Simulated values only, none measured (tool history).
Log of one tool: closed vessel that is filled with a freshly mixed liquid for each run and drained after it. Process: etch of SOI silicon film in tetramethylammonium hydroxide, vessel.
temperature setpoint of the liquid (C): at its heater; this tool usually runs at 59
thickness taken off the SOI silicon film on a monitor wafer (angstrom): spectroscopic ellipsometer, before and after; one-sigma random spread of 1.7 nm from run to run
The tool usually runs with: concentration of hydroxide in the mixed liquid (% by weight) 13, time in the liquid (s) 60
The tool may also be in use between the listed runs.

run	hour	temperature setpoint of the liquid (C)	concentration of hydroxide in the mixed liquid (% by weight)	time in the liquid (s)	wafers since the last listed run	hours since the thermometer was replaced	hours since the hydroxide flow meter was replaced	hours since the gauge calibration	read-back film thickness of the SOI silicon film reference wafer, read on the same gauge (nm)	thickness taken off the SOI silicon film on a monitor wafer (angstrom)
1	0	59	13	60	0	1474.9	228.7	354.3	40	2110.9
2	40.2	59	13	60	3045	1515.1	268.9	394.5	40.01	2116.9
3	91.5	59	13	60	3886	1566.4	320.2	445.8	40	2126.7
4	163.3	59	11	50	5439	1638.2	392	517.6	39.99	1935.4
5	207.7	59	11	50	3363	1682.6	436.4	562	39.99	1915.1
6	302.8	59	13	40	7205	1777.7	531.5	657.1	40	1425.3
# hour 316.6: hydroxide flow meter replaced
7	403.8	59	13	40	7576	1878.7	87.2	758.1	39.98	1431.7
8	462.6	59	14.5	60	4454	1937.5	146	816.9	40	2067.7
9	516.6	59	9.5	95	4091	1991.5	200	870.9	40.02	3869.3
10	729.5	59	13	60	16130	2204.4	412.9	1083.8	40.01	2199.4
11	828	63	9.5	85	7462	2302.9	511.4	1182.3	39.99	4471.9
12	925.6	62.5	10	60	7394	2400.5	609	1279.9	40	3054.6
# hour 932.3: thermometer replaced
13	979.8	63.5	15	35	4030	47.5	663.2	1334.1	40.01	1448.7
# hour 992.8: hydroxide flow meter replaced
# hour 1011.8: gauge calibrated
14	1047.1	59	15.5	90	5023	114.8	54.3	35.3	39.98	2779.7
15	1103	59	9.5	60	4235	170.7	110.2	91.2	39.99	2235.1
16	1290.7	62.5	10	60	14221	358.4	297.9	278.9	39.99	2756.3

Predict each of these 5 candidate next runs independently; none follows another, all start after run 16:
A	1291.4	59	13	95	53	359.1	298.6	279.6	?	?
B	1291.4	66.5	11	80	53	359.1	298.6	279.6	?	?
C	1291.4	66.5	15.5	35	53	359.1	298.6	279.6	?	?
D	1291.4	62.5	13	60	53	359.1	298.6	279.6	?	?
E	1291.4	64	13	60	53	359.1	298.6	279.6	?	?

run	read-back film thickness of the SOI silicon film reference wafer, read on the same gauge (nm)	thickness taken off the SOI silicon film on a monitor wafer (angstrom)
A	40	3209.4
B	40	4568.6
C	40	1718.8
D	40	2515.6
E	40	2755.7
Without the tool's unlogged condition, the same runs would have read:
run	thickness taken off the SOI silicon film on a monitor wafer (angstrom)
A	3040.3
B	4339.7
C	1632.7
D	2386.6
E	2615.6

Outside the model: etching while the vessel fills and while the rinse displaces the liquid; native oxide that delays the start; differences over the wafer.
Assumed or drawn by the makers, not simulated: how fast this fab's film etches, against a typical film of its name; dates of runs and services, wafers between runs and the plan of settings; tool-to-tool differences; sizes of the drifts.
